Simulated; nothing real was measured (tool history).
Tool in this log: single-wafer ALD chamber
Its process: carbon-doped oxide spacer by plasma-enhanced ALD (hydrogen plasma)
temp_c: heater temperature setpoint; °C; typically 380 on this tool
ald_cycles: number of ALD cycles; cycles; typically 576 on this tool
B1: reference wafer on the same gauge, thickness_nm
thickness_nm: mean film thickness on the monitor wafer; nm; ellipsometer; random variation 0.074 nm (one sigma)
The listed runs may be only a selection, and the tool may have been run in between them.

{"run": 1, "hour": 0.0, "temp_c": 380, "ald_cycles": 576, "B1": 26.296, "thickness_nm": 29.626}
{"run": 2, "hour": 44.4, "temp_c": 380, "ald_cycles": 576, "B1": 26.296, "thickness_nm": 29.396}
{"run": 3, "hour": 115.2, "temp_c": 380, "ald_cycles": 576, "B1": 26.297, "thickness_nm": 29.639}
{"run": 4, "hour": 156.1, "temp_c": 380, "ald_cycles": 576, "B1": 26.278, "thickness_nm": 29.651}
{"run": 5, "hour": 189.8, "temp_c": 380, "ald_cycles": 576, "B1": 26.286, "thickness_nm": 29.459}
{"run": 6, "hour": 220.4, "temp_c": 380, "ald_cycles": 576, "B1": 26.294, "thickness_nm": 29.47}
{"run": 7, "hour": 257.8, "temp_c": 380, "ald_cycles": 576, "B1": 26.297, "thickness_nm": 29.447}
{"run": 8, "hour": 293.7, "temp_c": 380, "ald_cycles": 576, "B1": 26.286, "thickness_nm": 29.479}
{"run": 9, "hour": 339.6, "temp_c": 380, "ald_cycles": 576, "B1": 26.302, "thickness_nm": 29.638}
{"run": 10, "hour": 407.9, "temp_c": 380, "ald_cycles": 576, "B1": 26.298, "thickness_nm": 29.582}
{"run": 11, "hour": 448.7, "temp_c": 380, "ald_cycles": 576, "B1": 26.293, "thickness_nm": 29.612}
{"run": 12, "hour": 492.8, "temp_c": 380, "ald_cycles": 518, "B1": 26.283, "thickness_nm": 26.652}
{"run": 13, "hour": 530.3, "temp_c": 380, "ald_cycles": 509, "B1": 26.315, "thickness_nm": 26.148}
{"run": 14, "hour": 564.7, "temp_c": 380, "ald_cycles": 509, "B1": 26.301, "thickness_nm": 26.095}
{"run": 15, "hour": 591.9, "temp_c": 389, "ald_cycles": 576, "B1": 26.31, "thickness_nm": 29.413}
{"run": 16, "hour": 623.0, "temp_c": 389, "ald_cycles": 576, "B1": 26.307, "thickness_nm": 29.432}
{"run": 17, "hour": 652.4, "temp_c": 384, "ald_cycles": 576, "B1": 26.278, "thickness_nm": 29.57}
{"run": 18, "hour": 679.7, "temp_c": 384, "ald_cycles": 576, "B1": 26.301, "thickness_nm": 29.424}
{"run": 19, "hour": 712.4, "temp_c": 380, "ald_cycles": 576, "B1": 26.28, "thickness_nm": 29.459}
{"run": 20, "hour": 771.8, "temp_c": 380, "ald_cycles": 576, "B1": 26.294, "thickness_nm": 29.546}
{"run": 21, "hour": 832.4, "temp_c": 380, "ald_cycles": 576, "B1": 26.303, "thickness_nm": 29.64}
{"run": 22, "hour": 861.5, "temp_c": 388, "ald_cycles": 680, "B1": 26.286, "thickness_nm": 34.826}
{"run": 23, "hour": 916.4, "temp_c": 374, "ald_cycles": 664, "B1": 26.309, "thickness_nm": 33.971}
{"run": 24, "hour": 987.7, "temp_c": 380, "ald_cycles": 535, "B1": 26.309, "thickness_nm": 27.398}
{"run": 25, "hour": 1036.9, "temp_c": 374, "ald_cycles": 481, "B1": 26.305, "thickness_nm": 24.666}
{"hour": 1098.7, "done": "thermocouple changed; heater temperature recalibrated"}
{"run": 26, "hour": 1099.2, "temp_c": 380, "ald_cycles": 469, "B1": 26.294, "thickness_nm": 24.088}
{"run": 27, "hour": 1133.0, "temp_c": 388, "ald_cycles": 671, "B1": 26.309, "thickness_nm": 34.414}
{"run": 28, "hour": 1201.7, "temp_c": 390, "ald_cycles": 576, "B1": 26.311, "thickness_nm": 29.604}
{"run": 29, "hour": 1227.1, "temp_c": 380, "ald_cycles": 576, "B1": 26.305, "thickness_nm": 29.533}
{"run": 30, "hour": 1263.5, "temp_c": 380, "ald_cycles": 576, "B1": 26.308, "thickness_nm": 29.64}
{"hour": 1264.6, "done": "gauge calibrated"}
{"run": 31, "hour": 1300.6, "temp_c": 393, "ald_cycles": 527, "B1": 26.294, "thickness_nm": 27.028}
{"run": 32, "hour": 1333.5, "temp_c": 373, "ald_cycles": 673, "B1": 26.293, "thickness_nm": 34.589}
{"run": 33, "hour": 1379.1, "temp_c": 380, "ald_cycles": 576, "B1": 26.294, "thickness_nm": 29.643}
{"run": 34, "hour": 1412.8, "temp_c": 380, "ald_cycles": 576, "B1": 26.302, "thickness_nm": 29.454}
{"run": 35, "hour": 1459.2, "temp_c": 380, "ald_cycles": 576, "B1": 26.292, "thickness_nm": 29.567}
{"run": 36, "hour": 1529.7, "temp_c": 391, "ald_cycles": 576, "B1": 26.305, "thickness_nm": 29.532}
{"run": 37, "hour": 1594.3, "temp_c": 371, "ald_cycles": 537, "B1": 26.292, "thickness_nm": 27.52}
{"run": 38, "hour": 1658.4, "temp_c": 380, "ald_cycles": 497, "B1": 26.304, "thickness_nm": 25.471}
{"run": 39, "hour": 1695.3, "temp_c": 372, "ald_cycles": 546, "B1": 26.313, "thickness_nm": 27.945}

What the log doesn't show, run by run:
wafer temperature above the value expected at the setpoint (K): 0 across all the runs
gauge reads high (%): 0 across all the runs
